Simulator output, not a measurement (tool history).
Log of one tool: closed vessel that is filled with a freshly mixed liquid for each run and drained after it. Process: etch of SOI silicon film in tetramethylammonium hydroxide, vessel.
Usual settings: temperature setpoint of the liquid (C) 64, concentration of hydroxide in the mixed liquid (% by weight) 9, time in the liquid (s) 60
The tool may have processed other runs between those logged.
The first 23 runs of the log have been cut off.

| run | hour | temperature setpoint of the liquid (C) | concentration of hydroxide in the mixed liquid (% by weight) | time in the liquid (s) | read-back film thickness of the SOI silicon film reference wafer, read on the same gauge (nm) | thickness taken off the SOI silicon film on a monitor wafer (angstrom) |
|---|---|---|---|---|---|---|
| 24 | 1459.8 | 64 | 9 | 35 | 60.81 | 2022.1 |
| 25 | 1527.7 | 64 | 9 | 60 | 60.86 | 3453.9 |
| 26 | 1579.8 | 64 | 8.5 | 60 | 60.92 | 3499.1 |
| 27 | 1637.7 | 64 | 9 | 60 | 61 | 3510.4 |
|  | 1643.1 | thermometer replaced |
| 28 | 1664.3 | 64 | 11 | 60 | 61.01 | 3209.9 |
|  | 1712.7 | hydroxide flow meter replaced |
| 29 | 1854.3 | 67.5 | 7 | 80 | 61.3 | 6219.3 |
| 30 | 1922.8 | 56.5 | 11 | 75 | 61.37 | 2532 |
| 31 | 1954.5 | 70.5 | 10 | 70 | 61.38 | 5752.9 |
| 32 | 2025.3 | 67 | 10.5 | 70 | 61.51 | 4589.5 |
| 33 | 2104.4 | 64 | 9 | 60 | 61.62 | 3476.5 |
| 34 | 2135.3 | 64 | 9 | 60 | 61.7 | 3525.8 |
| 35 | 2206 | 67.5 | 9 | 85 | 61.82 | 6172.2 |

Forecast each of these 3 alternatives for the next run:
| A | 2206.7 | 69.5 | 9 | 60 | ? | ? |
| B | 2206.7 | 59.5 | 10 | 90 | ? | ? |
| C | 2206.7 | 69 | 10.5 | 60 | ? | ? |

| run | read-back film thickness of the SOI silicon film reference wafer, read on the same gauge (nm) | thickness taken off the SOI silicon film on a monitor wafer (angstrom) |
|---|---|---|
| A | 61.84 | 4891 |
| B | 61.84 | 3837.8 |
| C | 61.84 | 4484.7 |
With the hidden condition removed and each run's random variation left untouched, the same runs would have given:
| run | thickness taken off the SOI silicon film on a monitor wafer (angstrom) |
|---|---|
| A | 4746.1 |
| B | 3724.1 |
| C | 4351.8 |

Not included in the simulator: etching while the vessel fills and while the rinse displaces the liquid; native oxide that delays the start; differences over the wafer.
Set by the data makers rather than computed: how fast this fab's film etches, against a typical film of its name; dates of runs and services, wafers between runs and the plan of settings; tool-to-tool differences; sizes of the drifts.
